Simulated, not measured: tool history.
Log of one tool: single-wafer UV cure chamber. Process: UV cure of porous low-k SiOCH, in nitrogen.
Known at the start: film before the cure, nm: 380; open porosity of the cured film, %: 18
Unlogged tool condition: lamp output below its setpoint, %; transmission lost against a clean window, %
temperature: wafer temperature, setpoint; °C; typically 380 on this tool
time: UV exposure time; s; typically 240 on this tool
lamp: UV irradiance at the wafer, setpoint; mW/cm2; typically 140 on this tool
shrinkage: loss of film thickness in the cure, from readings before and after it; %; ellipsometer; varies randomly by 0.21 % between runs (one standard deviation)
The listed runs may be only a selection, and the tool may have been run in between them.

run	day	temperature	time	lamp	wafers since the last listed run	hours since the UV bulbs were replaced	wafers since the quartz window was cleaned	shrinkage
1	0.000	380	195	140	0	888.9	741	11.682
2	1.550	380	195	140	524	926.1	1266	11.137
# day 3.825: quartz window cleaned
3	4.304	380	195	140	819	992.2	162	11.659
4	5.696	380	240	140	471	1025.6	633	12.675
# day 10.092: quartz window cleaned
5	12.908	386	185	140	2329	1198.7	954	11.374
6	13.950	386	185	140	352	1223.7	1307	11.892
7	14.967	386	185	140	344	1248.1	1651	11.447
# day 15.942: quartz window cleaned
8	17.250	380	240	140	660	1302.9	443	12.658
9	19.538	380	195	140	774	1357.8	1217	11.642
10	21.629	391	140	162	708	1408.0	1926	10.797
# day 22.612: quartz window cleaned
11	22.950	393	240	140	334	1439.7	114	12.704
# day 23.896: UV bulbs replaced
12	25.408	380	195	140	719	36.3	833	11.627
13	26.421	360	240	162	342	60.6	1176	12.402
14	27.450	380	240	140	348	85.3	1525	12.785
15	29.033	380	240	140	536	123.3	2061	12.691
# day 29.438: quartz window cleaned
16	30.679	374	290	140	444	162.8	420	13.193
17	31.712	397	240	140	349	187.6	770	12.883

Consider 4 possible next runs. They are alternatives, not a sequence: every one starts from the tool as it was left by run 17. What does each give?
A	31.729	380	240	140	5	188.0	776	?
B	31.729	380	115	140	5	188.0	776	?
C	31.729	397	335	164	5	188.0	776	?
D	31.729	362	285	127	5	188.0	776	?

run	shrinkage
A	12.511
B	9.252
C	15.145
D	12.505
Without the tool's unlogged condition, the same runs would have read:
run	shrinkage
A	12.511
B	9.252
C	15.145
D	12.505
